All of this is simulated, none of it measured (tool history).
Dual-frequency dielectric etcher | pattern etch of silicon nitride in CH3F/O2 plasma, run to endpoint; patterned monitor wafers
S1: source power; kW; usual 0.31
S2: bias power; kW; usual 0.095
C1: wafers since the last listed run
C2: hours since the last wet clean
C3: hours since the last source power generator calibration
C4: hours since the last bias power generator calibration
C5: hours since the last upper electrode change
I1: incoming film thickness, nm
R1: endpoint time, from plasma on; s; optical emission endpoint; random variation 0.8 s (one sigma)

run,hour,S1,S2,C1,C2,C3,C4,C5,I1,R1
1,0,0.36,0.102,0,215.8,2965.1,3688.7,1684.9,97.5,104.7
2,89,0.35,0.095,703,304.8,3054.1,3777.7,1773.9,97.6,106.2
3,175.2,0.31,0.11,680,391,3140.3,3863.9,1860.1,98.8,104.9
4,270.8,0.35,0.083,755,486.6,3235.9,3959.5,1955.7,97.8,109
# hour 364.9: wet clean of the chamber
5,365.4,0.35,0.083,557,0.5,3330.5,4054.1,2050.3,98.2,107
# hour 381.3: source power generator calibrated
6,381.9,0.31,0.095,98,17,0.6,4070.6,2066.8,97.6,104.5
7,459.1,0.31,0.095,609,94.2,77.8,4147.8,2144,97.9,105.6
# hour 512.8: upper electrode replaced
# hour 516.3: wet clean of the chamber, repeated, since the last time left the tool worse
8,516.8,0.39,0.095,238,0.5,135.5,4205.5,4,98.3,107.2
9,580.5,0.27,0.095,503,64.2,199.2,4269.2,67.7,98.2,116.1
# hour 625.5: bias power generator calibrated
10,830.6,0.27,0.095,1944,314.3,449.3,205.1,317.8,97.8,115
11,907.2,0.27,0.107,605,390.9,525.9,281.7,394.4,99.7,111
# hour 1007.7: wet clean of the chamber
12,1008.2,0.35,0.083,608,0.5,626.9,382.7,495.4,99.3,114.1
13,1069.3,0.31,0.076,482,61.6,688,443.8,556.5,98.9,119.4
14,1108.3,0.33,0.117,308,100.6,727,482.8,595.5,98.4,102.1
15,1153.4,0.27,0.088,356,145.7,772.1,527.9,640.6,98.8,118.8

Forecast each of these 3 alternatives for the next run:
A,1153.9,0.31,0.103,3,146.2,772.6,528.4,641.1,98.2,?
B,1153.9,0.38,0.095,3,146.2,772.6,528.4,641.1,98.2,?
C,1153.9,0.37,0.119,3,146.2,772.6,528.4,641.1,98.2,?

run,R1
A,109.3
B,106.5
C,99.9
Without the tool's hidden state the same runs would have given:
run,R1
A,110.5
B,107.6
C,100.9
